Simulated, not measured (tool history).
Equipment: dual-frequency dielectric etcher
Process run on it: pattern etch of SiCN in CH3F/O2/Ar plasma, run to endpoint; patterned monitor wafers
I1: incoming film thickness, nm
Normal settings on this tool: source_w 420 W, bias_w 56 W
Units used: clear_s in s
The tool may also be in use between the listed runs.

{"run": 1, "day": 0.0, "source_w": 370, "bias_w": 56, "I1": 8.35, "clear_s": 25.7}
{"run": 2, "day": 0.742, "source_w": 420, "bias_w": 56, "I1": 8.35, "clear_s": 24.5}
{"run": 3, "day": 1.0, "source_w": 420, "bias_w": 56, "I1": 8.5, "clear_s": 25}
{"run": 4, "day": 1.488, "source_w": 420, "bias_w": 56, "I1": 8.41, "clear_s": 24.7}
{"day": 2.796, "done": "upper electrode replaced"}
{"day": 3.662, "done": "bias power generator calibrated"}
{"day": 3.721, "done": "wet clean of the chamber"}
{"run": 5, "day": 3.742, "source_w": 450, "bias_w": 56, "I1": 8.41, "clear_s": 23.4}
{"run": 6, "day": 3.754, "source_w": 450, "bias_w": 56, "I1": 8.38, "clear_s": 23.4}
{"run": 7, "day": 3.767, "source_w": 450, "bias_w": 56, "I1": 8.34, "clear_s": 23.2}
{"run": 8, "day": 3.829, "source_w": 460, "bias_w": 52, "I1": 8.33, "clear_s": 23.5}
{"day": 4.304, "done": "source power generator calibrated"}
{"run": 9, "day": 4.346, "source_w": 390, "bias_w": 69, "I1": 8.44, "clear_s": 23.1}
{"run": 10, "day": 4.6, "source_w": 490, "bias_w": 65, "I1": 8.37, "clear_s": 21.6}
{"run": 11, "day": 5.038, "source_w": 490, "bias_w": 65, "I1": 8.34, "clear_s": 21.5}
{"run": 12, "day": 5.733, "source_w": 370, "bias_w": 49, "I1": 8.43, "clear_s": 26.1}
{"run": 13, "day": 6.35, "source_w": 420, "bias_w": 56, "I1": 8.31, "clear_s": 23.8}
{"run": 14, "day": 6.846, "source_w": 510, "bias_w": 51, "I1": 8.32, "clear_s": 22.8}
{"run": 15, "day": 7.95, "source_w": 510, "bias_w": 49, "I1": 8.41, "clear_s": 23.5}

5 options for the next run, each taken on its own from the tool as it stands now. Forecast them:
{"run": "A", "day": 7.967, "source_w": 520, "bias_w": 56, "I1": 8.41, "clear_s": "?"}
{"run": "B", "day": 7.967, "source_w": 380, "bias_w": 56, "I1": 8.41, "clear_s": "?"}
{"run": "C", "day": 7.967, "source_w": 420, "bias_w": 44, "I1": 8.41, "clear_s": "?"}
{"run": "D", "day": 7.967, "source_w": 420, "bias_w": 46, "I1": 8.41, "clear_s": "?"}
{"run": "E", "day": 7.967, "source_w": 340, "bias_w": 47, "I1": 8.41, "clear_s": "?"}

run=A clear_s=22.4
run=B clear_s=25
run=C clear_s=25.9
run=D clear_s=25.6
run=E clear_s=27.4
With no hidden state in the tool, these same runs would have given:
run=A clear_s=22.2
run=B clear_s=24.9
run=C clear_s=25.7
run=D clear_s=25.4
run=E clear_s=27.2
